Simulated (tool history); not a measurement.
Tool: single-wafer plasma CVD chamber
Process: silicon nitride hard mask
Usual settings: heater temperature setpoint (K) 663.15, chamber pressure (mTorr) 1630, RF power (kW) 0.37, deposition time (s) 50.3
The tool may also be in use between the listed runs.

run	day	heater temperature setpoint (K)	chamber pressure (mTorr)	RF power (kW)	deposition time (s)	wafers since the last listed run	hours since the last thermocouple change	hours since the last RF generator calibration	hours since the last manometer calibration	hours since the showerhead was replaced	hours since the gauge calibration	read-back reference wafer on the same gauge, thickness_nm	mean film thickness on the monitor wafer (angstrom)
1	0	663.15	1630	0.37	50.3	0	482	349.5	1816.2	6033.8	529.2	64.188	718.9
2	1.233	663.15	1630	0.37	50.3	317	511.6	379.1	1845.8	6063.4	558.8	64.198	717.65
3	2.8	663.15	1630	0.37	50.3	403	549.2	416.7	1883.4	6101	596.4	64.162	720.71
4	4.854	663.15	1630	0.37	50.3	529	598.5	466	1932.7	6150.3	645.7	64.204	718.73
5	6.021	663.15	1630	0.37	50.3	300	626.5	494	1960.7	6178.3	673.7	64.181	718.16
6	8.512	669.15	1630	0.37	42.5	642	686.3	553.8	2020.5	6238.1	733.5	64.206	604.29
7	10.65	669.15	1630	0.37	42.5	550	737.6	605.1	2071.8	6289.4	784.8	64.186	604.73
# day 12.45: gauge calibrated
8	12.633	663.15	1630	0.37	50.3	511	785.2	652.7	2119.4	6337	4.4	64.203	712.94
# day 13.871: capacitance manometer re-zeroed and calibrated
# day 14.196: showerhead replaced
9	14.729	663.15	1630	0.37	50.3	371	835.5	703	20.6	12.8	54.7	64.212	714.28
10	17.596	663.15	1630	0.37	50.3	738	904.3	771.8	89.4	81.6	123.5	64.216	711.03
11	20.567	663.15	1630	0.445	44	765	975.6	843.1	160.7	152.9	194.8	64.215	691.05
# day 21.492: RF generator calibrated
# day 22.896: thermocouple changed; heater temperature recalibrated
12	23.504	649.15	1630	0.37	40.4	585	14.6	48.3	231.2	223.4	265.3	64.172	593.01
13	26.458	651.15	1440	0.37	50.3	761	85.5	119.2	302.1	294.3	336.2	64.175	718.23
14	29.079	663.15	1340	0.37	55.6	675	148.4	182.1	365	357.2	399.1	64.167	777.26
15	31.75	669.15	1870	0.37	50.3	688	212.5	246.2	429.1	421.3	463.2	64.224	736.2
16	34.142	652.15	1310	0.37	50.3	616	269.9	303.6	486.5	478.7	520.6	64.234	702.07
17	35.462	663.15	1630	0.37	50.3	340	301.6	335.3	518.2	510.4	552.3	64.211	721.76
18	37.625	663.15	1260	0.37	55.8	557	353.5	387.2	570.1	562.3	604.2	64.21	768.75
19	40.438	654.15	2020	0.425	57.3	724	421	454.7	637.6	629.8	671.7	64.246	917.08

The same runs without the tool's hidden state, with the same run-to-run variation:
The hidden state here: wafer temperature above the value expected at the setpoint (K); delivered RF power above the setpoint (%); true pressure above the setpoint (%); gauge reads high (%).
run	mean film thickness on the monitor wafer (angstrom)
1	734.29
2	733.61
3	737.42
4	736.17
5	735.97
6	619.88
7	620.76
8	732.22
9	733.95
10	731.01
11	709.32
12	595.8
13	725.24
14	787.65
15	748.23
16	715.07
17	735.88
18	784.93
19	936.29

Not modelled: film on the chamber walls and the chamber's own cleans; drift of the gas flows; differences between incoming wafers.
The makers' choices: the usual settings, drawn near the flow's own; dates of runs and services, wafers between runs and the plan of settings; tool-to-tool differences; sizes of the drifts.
